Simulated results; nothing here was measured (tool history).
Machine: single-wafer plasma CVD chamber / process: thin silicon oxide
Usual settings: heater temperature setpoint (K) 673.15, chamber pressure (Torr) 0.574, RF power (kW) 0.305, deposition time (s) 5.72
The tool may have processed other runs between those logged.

| run | hour | heater temperature setpoint (K) | chamber pressure (Torr) | RF power (kW) | deposition time (s) | read-back reference wafer on the same gauge, thickness_nm | mean film thickness on the monitor wafer (Å) |
|---|---|---|---|---|---|---|---|
| 1 | 0 | 673.15 | 0.574 | 0.305 | 5.72 | 10.09 | 82.48 |
| 2 | 42.3 | 673.15 | 0.574 | 0.305 | 5.72 | 10.097 | 82.54 |
| 3 | 85.5 | 673.15 | 0.574 | 0.305 | 5.72 | 10.094 | 81.9 |
| 4 | 132 | 673.15 | 0.574 | 0.305 | 5.72 | 10.077 | 81.49 |
| 5 | 177.2 | 673.15 | 0.574 | 0.305 | 5.72 | 10.095 | 82.3 |
| 6 | 202.4 | 673.15 | 0.574 | 0.305 | 5.72 | 10.086 | 80.66 |
| 7 | 235.6 | 673.15 | 0.574 | 0.305 | 5.72 | 10.09 | 81.18 |
| 8 | 266.9 | 673.15 | 0.574 | 0.305 | 5.72 | 10.092 | 80.99 |
|  | 275.4 | gauge calibrated |
| 9 | 293.7 | 684.15 | 0.574 | 0.305 | 5.06 | 10.105 | 70.47 |
| 10 | 341.6 | 684.15 | 0.574 | 0.305 | 5.06 | 10.091 | 70.63 |
| 11 | 398.2 | 673.15 | 0.574 | 0.305 | 6.25 | 10.078 | 88.08 |
| 12 | 448.3 | 673.15 | 0.574 | 0.305 | 5.99 | 10.095 | 84.19 |
| 13 | 486.8 | 673.15 | 0.574 | 0.305 | 5.99 | 10.089 | 84.35 |
| 14 | 544.4 | 673.15 | 0.574 | 0.305 | 5.99 | 10.087 | 83.64 |
| 15 | 582.5 | 677.15 | 0.712 | 0.305 | 6.36 | 10.086 | 107.15 |
|  | 621.4 | RF generator calibrated |
| 16 | 621.9 | 673.15 | 0.496 | 0.305 | 4.64 | 10.086 | 59.49 |

For run 17, what comes out?
|  | 637.2 | thermocouple changed; heater temperature recalibrated |
| 17 | 689.5 | 673.15 | 0.574 | 0.305 | 5.06 | ? | ? |

For run 17 the tool returned read-back reference wafer on the same gauge, thickness_nm 10.084, mean film thickness on the monitor wafer (Å) 73.14.
Minus the tool's unlogged condition, the same run would have read mean film thickness on the monitor wafer (Å) 75.98.
